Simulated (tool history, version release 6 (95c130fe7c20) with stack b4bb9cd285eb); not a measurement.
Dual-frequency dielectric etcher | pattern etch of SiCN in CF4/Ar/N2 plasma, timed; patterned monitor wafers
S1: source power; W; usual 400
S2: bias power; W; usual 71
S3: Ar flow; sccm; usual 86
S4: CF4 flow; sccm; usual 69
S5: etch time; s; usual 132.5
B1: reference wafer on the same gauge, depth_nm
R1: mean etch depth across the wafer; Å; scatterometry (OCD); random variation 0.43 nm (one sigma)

Run 1, hour 0: usual settings but S2 64 W; B1 124. Result: R1 1035 Å.
At hour 8.4: Ar flow controller replaced.
Run 2, hour 30.3: usual settings; B1 124.1. Result: R1 1081 Å.
Run 3, hour 88.4: usual settings; B1 123.9. Result: R1 1075 Å.
At hour 91.7: gauge calibrated.
At hour 95.3: bias power generator calibrated.
Run 4, hour 261.7: usual settings; B1 124. Result: R1 1064 Å.
Run 5, hour 292: usual settings; B1 123.9. Result: R1 1069 Å.
Run 6, hour 332: usual settings but S4 52 sccm, S5 110 s; B1 124.3. Result: R1 869 Å.
At hour 361.6: source power generator calibrated.
At hour 362.1: wet clean of the chamber.
Run 7, hour 383.4: usual settings; B1 123.9. Result: R1 1092 Å.
Run 8, hour 417.5: usual settings but S1 450 W; B1 124.1. Result: R1 1148 Å.
Run 9, hour 466.5: usual settings but S1 310 W; B1 124. Result: R1 956 Å.
At hour 495: upper electrode replaced.
Run 10, hour 513.7: usual settings but S4 52 sccm, S5 110 s; B1 124.1. Result: R1 879 Å.
Run 11, hour 548.5: usual settings but S1 440 W, S3 94 sccm, S4 59 sccm; B1 123.9. Result: R1 1097 Å.
Run 12, hour 599.6: usual settings; B1 123.9. Result: R1 1072 Å.
At hour 618.3: CF4 flow controller replaced.
Run 13, hour 647.8: usual settings but S1 300 W, S2 55 W, S3 71 sccm; B1 124. Result: R1 905 Å.
Run 14, hour 719: usual settings; B1 124. Result: R1 1069 Å.
Run 15, hour 778.3: usual settings but S1 430 W, S3 98 sccm, S4 80 sccm; B1 123.8. Result: R1 1093 Å.
Run 16, hour 811.9: usual settings but S4 80 sccm; B1 124. Result: R1 1089 Å.
Run 17, hour 847.7: usual settings but S4 55 sccm; B1 123.9. Result: R1 1056 Å.
Run 18, hour 892.8: usual settings but S5 105 s; B1 124. Result: R1 848 Å.
At hour 921.1: gauge calibrated.
Run 19, hour 925.7: usual settings but S1 470 W, S2 87 W, S3 76 sccm, S5 170 s; B1 123.9. Result: R1 1626 Å.
At hour 1009.8: wet clean of the chamber.
Run 20, hour 1010.3: usual settings but S1 360 W, S2 78 W, S3 72 sccm, S5 150 s; B1 124. Result: R1 1255 Å.
Run 21, hour 1054.1: usual settings but S1 320 W, S5 172.5 s; B1 124. Result: R1 1267 Å.

4 ways to go on from here, each from the tool as it stands after run 21. What would each give?
Run A, hour 1054.6: usual settings but S5 109.5 s; B1 ?. Result: R1 ?.
Run B, hour 1054.6: usual settings but S1 470 W, S5 155.5 s; B1 ?. Result: R1 ?.
Run C, hour 1054.6: usual settings but S3 106 sccm, S5 112 s; B1 ?. Result: R1 ?.
Run D, hour 1054.6: usual settings but S2 60 W; B1 ?. Result: R1 ?.

run     B1    R1
  A  123.8   893
  B  123.8  1377
  C  123.8   875
  D  123.8  1023
Without the tool's hidden state the same runs would have given:
run    R1
  A   892
  B  1375
  C   874
  D  1022
